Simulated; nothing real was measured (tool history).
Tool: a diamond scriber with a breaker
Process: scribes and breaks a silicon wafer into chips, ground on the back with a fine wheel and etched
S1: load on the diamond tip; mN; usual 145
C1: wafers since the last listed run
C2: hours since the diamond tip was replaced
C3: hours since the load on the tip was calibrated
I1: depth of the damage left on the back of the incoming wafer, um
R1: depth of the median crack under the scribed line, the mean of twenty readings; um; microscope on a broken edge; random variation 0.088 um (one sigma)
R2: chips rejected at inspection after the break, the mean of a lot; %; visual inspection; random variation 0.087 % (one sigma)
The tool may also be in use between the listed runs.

run	hour	S1	C1	C2	C3	I1	R1	R2
1	0	145	0	420.9	574.5	0.74	5.72	2.64
2	68.6	145	321	489.5	643.1	0.34	5.68	2.82
3	143.9	145	352	564.8	718.4	0.54	5.51	3.15
4	186	134	197	606.9	760.5	0.56	5.43	5.08
5	233.5	134	222	654.4	808	0.71	5.38	3.95
6	315.8	145	385	736.7	890.3	0.42	5.49	3.05
7	368.9	145	248	789.8	943.4	0.5	5.39	3.4
# hour 439.8: diamond tip replaced by a new one
8	450.1	166	370	10.3	1024.6	0.44	6.79	1.2
9	552.1	166	477	112.3	1126.6	0.78	6.41	1.23
10	656	172	486	216.2	1230.5	0.65	6.28	1.07
11	758.1	160	478	318.3	1332.6	0.71	5.94	1.98
12	860.5	160	479	420.7	1435	0.69	5.76	2.07
13	897.6	164	173	457.8	1472.1	0.57	5.86	2.09
14	945.4	164	223	505.6	1519.9	0.55	5.65	2.69
15	1007.1	145	288	567.3	1581.6	0.51	5.23	4.37
# hour 1045.4: load on the tip recalibrated
16	1046	145	172	606.2	0.6	0.5	5.65	2.79
17	1091	170	210	651.2	45.6	0.73	5.97	1.41
18	1143.1	145	244	703.3	97.7	0.59	5.41	2.77
19	1205.3	114	291	765.5	159.9	0.63	4.96	7.63
20	1245.7	119	189	805.9	200.3	0.3	5.05	6.7
21	1300.3	129	255	860.5	254.9	0.59	5.27	5.14
# hour 1350.6: diamond tip replaced by a new one
22	1366.3	118	299	15.7	320.9	0.7	5.5	3.28
23	1428.3	145	290	77.7	382.9	0.39	6.1	1.73
24	1486	174	270	135.4	440.6	0.31	6.42	1.09

The next listed run, before its measurement:
25	1573.9	145	411	223.3	528.5	0.61	?	?

{"run 25": {"R1": 5.74, "R2": 2.35}}
Without the tool's hidden state the same run would have given R1 6.44 um, R2 1.06 %.
